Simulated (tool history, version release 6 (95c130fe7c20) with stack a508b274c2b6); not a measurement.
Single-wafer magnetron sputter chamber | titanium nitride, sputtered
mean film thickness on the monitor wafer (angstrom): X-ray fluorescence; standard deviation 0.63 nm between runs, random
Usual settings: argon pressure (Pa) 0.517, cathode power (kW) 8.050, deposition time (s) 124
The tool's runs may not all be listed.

run     day  argon pressure (Pa)  cathode power (kW)  deposition time (s)  wafers since the last listed run  wafers on the sputter target  hours since the last manometer calibration  hours since the magnet pack was replaced  hours since the gauge calibration  read-back reference wafer on the same gauge, thickness_nm  mean film thickness on the monitor wafer (angstrom)
  1   0.000                0.652               8.050                  141                                 0                          2136                                      1258.4                                    5004.1                              138.7                                                    145.943                                              1782.54
  2   0.333                0.517               8.050                  124                                64                          2200                                      1266.4                                    5012.1                              146.7                                                    146.030                                              1659.92
  3   1.083                0.517               9.100                  124                               144                          2344                                      1284.4                                    5030.1                              164.7                                                    145.935                                              1850.36
  4   1.388                0.517               8.050                  124                                58                          2403                                      1291.7                                    5037.4                              172.0                                                    146.288                                              1649.00
  5   2.067                0.517               8.050                  124                               130                          2534                                      1308.0                                    5053.7                              188.3                                                    146.068                                              1652.20
  6   2.454                0.517               8.050                  124                                74                          2608                                      1317.3                                    5063.0                              197.6                                                    145.741                                              1653.39
  7   2.962                0.517               8.050                  124                                97                          2706                                      1329.5                                    5075.2                              209.8                                                    145.994                                              1650.05
      3.108  -- gauge calibrated
  8   3.508                0.517               8.050                  124                               105                          2811                                      1342.6                                    5088.3                                9.6                                                    146.022                                              1637.59
      4.129  -- magnet pack replaced, of another model than before
  9   4.150                0.517               8.050                  124                                59                          2870                                      1358.0                                       0.5                               25.0                                                    146.126                                              1642.90
 10   4.821                0.517               8.050                  124                               129                          2999                                      1374.1                                      16.6                               41.1                                                    145.999                                              1643.82
 11   5.208                0.517               8.050                  124                                74                          3074                                      1383.4                                      25.9                               50.4                                                    145.979                                              1629.92
 12   5.875                0.517               8.050                  124                               128                          3202                                      1399.4                                      41.9                               66.4                                                    146.054                                              1627.16
 13   6.371                0.517               8.050                  124                                95                          3298                                      1411.3                                      53.8                               78.3                                                    145.924                                              1624.71
 14   7.075                0.713               8.050                  124                               135                          3433                                      1428.2                                      70.7                               95.2                                                    145.970                                              1408.12
 15   7.788                0.683               8.700                  114                               137                          3570                                      1445.3                                      87.8                              112.3                                                    145.921                                              1409.04
 16   8.458                0.425               8.050                  124                               129                          3699                                      1461.4                                     103.9                              128.4                                                    146.131                                              1736.07
 17   8.838                0.517               8.600                  124                                72                          3772                                      1470.5                                     113.0                              137.5                                                    145.975                                              1724.70
      9.212  -- capacitance manometer re-zeroed and calibrated
      9.283  -- sputter target and shields replaced
 18   9.304                0.324               6.650                  106                                12                             4                                         2.2                                     124.2                              148.7                                                    145.964                                              1403.22
 19   9.750                0.453               6.400                  109                                85                            90                                        12.9                                     134.9                              159.4                                                    146.015                                              1266.13
     10.283  -- gauge calibrated
 20  11.446                0.433               8.750                  124                               326                           416                                        53.6                                     175.6                               27.9                                                    146.198                                              1928.00
 21  12.033                0.517               8.050                  124                               113                           529                                        67.7                                     189.7                               42.0                                                    145.991                                              1684.37
 22  12.450                0.517              10.000                  124                                80                           609                                        77.7                                     199.7                               52.0                                                    146.094                                              2036.40
 23  12.800                0.403               8.050                  124                                67                           677                                        86.1                                     208.1                               60.4                                                    146.045                                              1824.13
 24  13.396                0.668               8.050                  141                               114                           791                                       100.4                                     222.4                               74.7                                                    145.730                                              1717.07

Selected run-to-run steps in mean film thickness on the monitor wafer (angstrom), each split into two signed amounts: the part the tool would show with no hidden state at all (from settings, incoming material and random variation), and the remainder, which goes to the hidden state together with any gauge scatter not common to the measured and the hidden-state-free results:
What the log doesn't record here: deposition rate above that of a new target (%); true argon pressure above the setpoint (%); gauge reads high (%).
Run 15 -> 16: argon pressure (Pa) 0.683 -> 0.425, cathode power (kW) 8.700 -> 8.050, deposition time (s) 114 -> 124. mean film thickness on the monitor wafer (angstrom) +327.03: hidden state -19.20, all else +346.23.
Run 17 -> 18: argon pressure (Pa) 0.517 -> 0.324, cathode power (kW) 8.600 -> 6.650, deposition time (s) 124 -> 106, capacitance manometer re-zeroed and calibrated, sputter target and shields replaced. mean film thickness on the monitor wafer (angstrom) -321.48: hidden state +76.66, all else -398.14.
Run 19 -> 20: argon pressure (Pa) 0.453 -> 0.433, cathode power (kW) 6.400 -> 8.750, deposition time (s) 109 -> 124, gauge calibrated. mean film thickness on the monitor wafer (angstrom) +661.87: hidden state -3.83, all else +665.70.
Run 21 -> 22: cathode power (kW) 8.050 -> 10.000. mean film thickness on the monitor wafer (angstrom) +352.03: hidden state -2.35, all else +354.38.
